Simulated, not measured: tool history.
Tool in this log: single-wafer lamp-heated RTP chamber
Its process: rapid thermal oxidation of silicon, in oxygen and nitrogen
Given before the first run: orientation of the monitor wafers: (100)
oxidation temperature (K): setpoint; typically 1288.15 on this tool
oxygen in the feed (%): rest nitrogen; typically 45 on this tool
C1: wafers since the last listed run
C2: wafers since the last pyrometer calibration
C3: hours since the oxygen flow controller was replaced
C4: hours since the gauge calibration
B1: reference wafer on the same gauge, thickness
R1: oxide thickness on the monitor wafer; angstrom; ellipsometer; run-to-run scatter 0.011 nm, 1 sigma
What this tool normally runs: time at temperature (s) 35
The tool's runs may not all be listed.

{"run": 1, "hour": 0.0, "oxidation temperature (K)": 1288.15, "time at temperature (s)": 35, "oxygen in the feed (%)": 37, "C1": 0, "C2": 6039, "C3": 4290.7, "C4": 184.2, "B1": 3.85, "R1": 46.26}
{"run": 2, "hour": 11.7, "oxidation temperature (K)": 1288.15, "time at temperature (s)": 35, "oxygen in the feed (%)": 45, "C1": 150, "C2": 6189, "C3": 4302.4, "C4": 195.9, "B1": 3.851, "R1": 48.84}
{"run": 3, "hour": 29.7, "oxidation temperature (K)": 1288.15, "time at temperature (s)": 35, "oxygen in the feed (%)": 45, "C1": 231, "C2": 6420, "C3": 4320.4, "C4": 213.9, "B1": 3.849, "R1": 48.88}
{"run": 4, "hour": 41.1, "oxidation temperature (K)": 1288.15, "time at temperature (s)": 35, "oxygen in the feed (%)": 45, "C1": 146, "C2": 6567, "C3": 4331.8, "C4": 225.3, "B1": 3.851, "R1": 49.11}
{"run": 5, "hour": 47.2, "oxidation temperature (K)": 1288.15, "time at temperature (s)": 35, "oxygen in the feed (%)": 62, "C1": 78, "C2": 6645, "C3": 4337.9, "C4": 231.4, "B1": 3.849, "R1": 54.4}
{"run": 6, "hour": 62.7, "oxidation temperature (K)": 1288.15, "time at temperature (s)": 35, "oxygen in the feed (%)": 62, "C1": 199, "C2": 6844, "C3": 4353.4, "C4": 246.9, "B1": 3.848, "R1": 54.51}
{"run": 7, "hour": 89.2, "oxidation temperature (K)": 1288.15, "time at temperature (s)": 35, "oxygen in the feed (%)": 62, "C1": 340, "C2": 7185, "C3": 4379.9, "C4": 273.4, "B1": 3.85, "R1": 54.78}
{"hour": 90.2, "done": "gauge calibrated"}
{"run": 8, "hour": 98.0, "oxidation temperature (K)": 1279.15, "time at temperature (s)": 40, "oxygen in the feed (%)": 45, "C1": 113, "C2": 7298, "C3": 4388.7, "C4": 7.8, "B1": 3.85, "R1": 48.93}
{"run": 9, "hour": 110.2, "oxidation temperature (K)": 1279.15, "time at temperature (s)": 40, "oxygen in the feed (%)": 45, "C1": 156, "C2": 7455, "C3": 4400.9, "C4": 20.0, "B1": 3.848, "R1": 49.15}
{"run": 10, "hour": 121.0, "oxidation temperature (K)": 1288.15, "time at temperature (s)": 35, "oxygen in the feed (%)": 45, "C1": 138, "C2": 7593, "C3": 4411.7, "C4": 30.8, "B1": 3.851, "R1": 49.42}
{"run": 11, "hour": 131.2, "oxidation temperature (K)": 1288.15, "time at temperature (s)": 35, "oxygen in the feed (%)": 56, "C1": 131, "C2": 7724, "C3": 4421.9, "C4": 41.0, "B1": 3.851, "R1": 53.3}
{"hour": 140.9, "done": "pyrometer window cleaned and pyrometer calibrated"}
{"hour": 142.2, "done": "oxygen flow controller replaced"}
{"run": 12, "hour": 142.7, "oxidation temperature (K)": 1288.15, "time at temperature (s)": 25, "oxygen in the feed (%)": 63, "C1": 29, "C2": 6, "C3": 0.5, "C4": 52.5, "B1": 3.85, "R1": 46.7}
{"run": 13, "hour": 151.7, "oxidation temperature (K)": 1273.15, "time at temperature (s)": 25, "oxygen in the feed (%)": 45, "C1": 115, "C2": 122, "C3": 9.5, "C4": 61.5, "B1": 3.85, "R1": 38.72}
{"run": 14, "hour": 163.5, "oxidation temperature (K)": 1271.15, "time at temperature (s)": 35, "oxygen in the feed (%)": 69, "C1": 151, "C2": 274, "C3": 21.3, "C4": 73.3, "B1": 3.85, "R1": 48.98}
{"run": 15, "hour": 180.8, "oxidation temperature (K)": 1288.15, "time at temperature (s)": 30, "oxygen in the feed (%)": 35, "C1": 222, "C2": 496, "C3": 38.6, "C4": 90.6, "B1": 3.849, "R1": 42.14}
{"run": 16, "hour": 188.0, "oxidation temperature (K)": 1288.15, "time at temperature (s)": 41, "oxygen in the feed (%)": 45, "C1": 92, "C2": 588, "C3": 45.8, "C4": 97.8, "B1": 3.852, "R1": 51.07}
{"run": 17, "hour": 197.2, "oxidation temperature (K)": 1296.15, "time at temperature (s)": 22, "oxygen in the feed (%)": 17, "C1": 118, "C2": 706, "C3": 55.0, "C4": 107.0, "B1": 3.849, "R1": 33.4}
{"run": 18, "hour": 213.0, "oxidation temperature (K)": 1269.15, "time at temperature (s)": 35, "oxygen in the feed (%)": 45, "C1": 202, "C2": 909, "C3": 70.8, "C4": 122.8, "B1": 3.851, "R1": 42.68}
{"run": 19, "hour": 225.6, "oxidation temperature (K)": 1288.15, "time at temperature (s)": 35, "oxygen in the feed (%)": 45, "C1": 161, "C2": 1071, "C3": 83.4, "C4": 135.4, "B1": 3.85, "R1": 48.12}
{"run": 20, "hour": 235.8, "oxidation temperature (K)": 1288.15, "time at temperature (s)": 35, "oxygen in the feed (%)": 45, "C1": 131, "C2": 1202, "C3": 93.6, "C4": 145.6, "B1": 3.851, "R1": 48.12}
{"run": 21, "hour": 244.9, "oxidation temperature (K)": 1280.15, "time at temperature (s)": 35, "oxygen in the feed (%)": 45, "C1": 116, "C2": 1319, "C3": 102.7, "C4": 154.7, "B1": 3.85, "R1": 45.56}
{"run": 22, "hour": 261.9, "oxidation temperature (K)": 1271.15, "time at temperature (s)": 50, "oxygen in the feed (%)": 45, "C1": 218, "C2": 1538, "C3": 119.7, "C4": 171.7, "B1": 3.852, "R1": 49.47}
{"run": 23, "hour": 268.0, "oxidation temperature (K)": 1305.15, "time at temperature (s)": 35, "oxygen in the feed (%)": 45, "C1": 78, "C2": 1616, "C3": 125.8, "C4": 177.8, "B1": 3.85, "R1": 53.47}

5 ways to go on from here, each from the tool as it stands after run 23. What would each give?
{"run": "A", "hour": 268.4, "oxidation temperature (K)": 1288.15, "time at temperature (s)": 35, "oxygen in the feed (%)": 45, "C1": 5, "C2": 1621, "C3": 126.2, "C4": 178.2, "B1": "?", "R1": "?"}
{"run": "B", "hour": 268.4, "oxidation temperature (K)": 1276.15, "time at temperature (s)": 18, "oxygen in the feed (%)": 34, "C1": 5, "C2": 1621, "C3": 126.2, "C4": 178.2, "B1": "?", "R1": "?"}
{"run": "C", "hour": 268.4, "oxidation temperature (K)": 1288.15, "time at temperature (s)": 35, "oxygen in the feed (%)": 25, "C1": 5, "C2": 1621, "C3": 126.2, "C4": 178.2, "B1": "?", "R1": "?"}
{"run": "D", "hour": 268.4, "oxidation temperature (K)": 1303.15, "time at temperature (s)": 29, "oxygen in the feed (%)": 60, "C1": 5, "C2": 1621, "C3": 126.2, "C4": 178.2, "B1": "?", "R1": "?"}
{"run": "E", "hour": 268.4, "oxidation temperature (K)": 1277.15, "time at temperature (s)": 20, "oxygen in the feed (%)": 24, "C1": 5, "C2": 1621, "C3": 126.2, "C4": 178.2, "B1": "?", "R1": "?"}

run=A B1=3.852 R1=48.18
run=B B1=3.852 R1=33.41
run=C B1=3.852 R1=40.61
run=D B1=3.852 R1=54.10
run=E B1=3.852 R1=32.22
Take away the tool's hidden state, keep each run's random variation, and the runs would have read:
run=A R1=47.92
run=B R1=33.29
run=C R1=40.43
run=D R1=53.80
run=E R1=32.12

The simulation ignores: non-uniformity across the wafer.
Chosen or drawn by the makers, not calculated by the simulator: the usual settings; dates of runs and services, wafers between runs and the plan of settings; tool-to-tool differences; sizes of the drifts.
